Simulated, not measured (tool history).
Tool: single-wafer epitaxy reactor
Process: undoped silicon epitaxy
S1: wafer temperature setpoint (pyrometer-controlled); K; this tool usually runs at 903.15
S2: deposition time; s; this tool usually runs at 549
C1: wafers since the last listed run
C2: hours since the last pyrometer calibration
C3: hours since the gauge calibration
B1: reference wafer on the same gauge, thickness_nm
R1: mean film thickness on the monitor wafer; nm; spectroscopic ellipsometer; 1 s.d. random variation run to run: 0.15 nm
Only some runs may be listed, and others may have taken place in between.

run	hour	S1	S2	C1	C2	C3	B1	R1
1	0	896.15	549	0	2235.4	175.7	61.38	60.653
2	12.8	896.15	549	54	2248.2	188.5	61.426	60.492
3	28.1	896.15	549	65	2263.5	203.8	61.407	60.688
4	44.6	903.15	549	70	2280	220.3	61.42	69.897
# hour 50.5: gauge calibrated
5	59.2	903.15	549	62	2294.6	8.7	61.388	69.567
6	70.6	903.15	549	48	2306	20.1	61.4	69.716
7	78.6	903.15	549	34	2314	28.1	61.408	70.001
8	92.1	903.15	549	57	2327.5	41.6	61.415	69.545
# hour 115.7: pyrometer calibrated
9	116.2	900.15	549	68	0.5	65.7	61.426	57.981
10	119.7	900.15	549	14	4	69.2	61.39	57.877
11	133.4	903.15	506	58	17.7	82.9	61.385	56.872
12	145.2	903.15	549	50	29.5	94.7	61.396	61.676
13	161.1	910.15	636	67	45.4	110.6	61.388	82.761
14	170.4	890.15	549	39	54.7	119.9	61.393	47.819
15	181.4	903.15	658	46	65.7	130.9	61.411	74.337
16	192.1	897.15	461	45	76.4	141.6	61.392	46.15
17	198.9	903.15	549	29	83.2	148.4	61.383	62.289
18	215.2	903.15	549	69	99.5	164.7	61.409	62.428
19	222.2	913.15	474	29	106.5	171.7	61.408	65.952
# hour 230.2: gauge calibrated
20	238.5	903.15	549	69	122.8	8.3	61.401	62.729
21	253.6	888.15	463	64	137.9	23.4	61.415	39.106
22	267.2	903.15	448	58	151.5	37	61.419	51.301
23	275.7	895.15	473	36	160	45.5	61.412	46.059
24	284	917.15	641	35	168.3	53.8	61.374	96.96
25	300.8	895.15	471	71	185.1	70.6	61.412	46.12
26	316.4	893.15	619	66	200.7	86.2	61.404	58.42

For some of the steps in R1 from one run to the next: how much would appear even if the tool had no hidden state, given the settings, what came in and random variation, and how much remains for the hidden state plus any gauge scatter that the measured result and the result without hidden state don't share?
Hidden state present: wafer temperature above the value expected at the setpoint (K); gauge reads high (%).
Run 3 -> 4: S1 896.15 -> 903.15. R1 +9.209 nm: hidden state +0.956, all else +8.253.
Run 8 -> 9: S1 903.15 -> 900.15, pyrometer calibrated. R1 -11.564 nm: hidden state -8.118, all else -3.446.
Run 23 -> 24: S1 895.15 -> 917.15, S2 473 -> 641. R1 +50.901 nm: hidden state +0.849, all else +50.052.
Run 24 -> 25: S1 917.15 -> 895.15, S2 641 -> 471. R1 -50.84 nm: hidden state -0.713, all else -50.127.
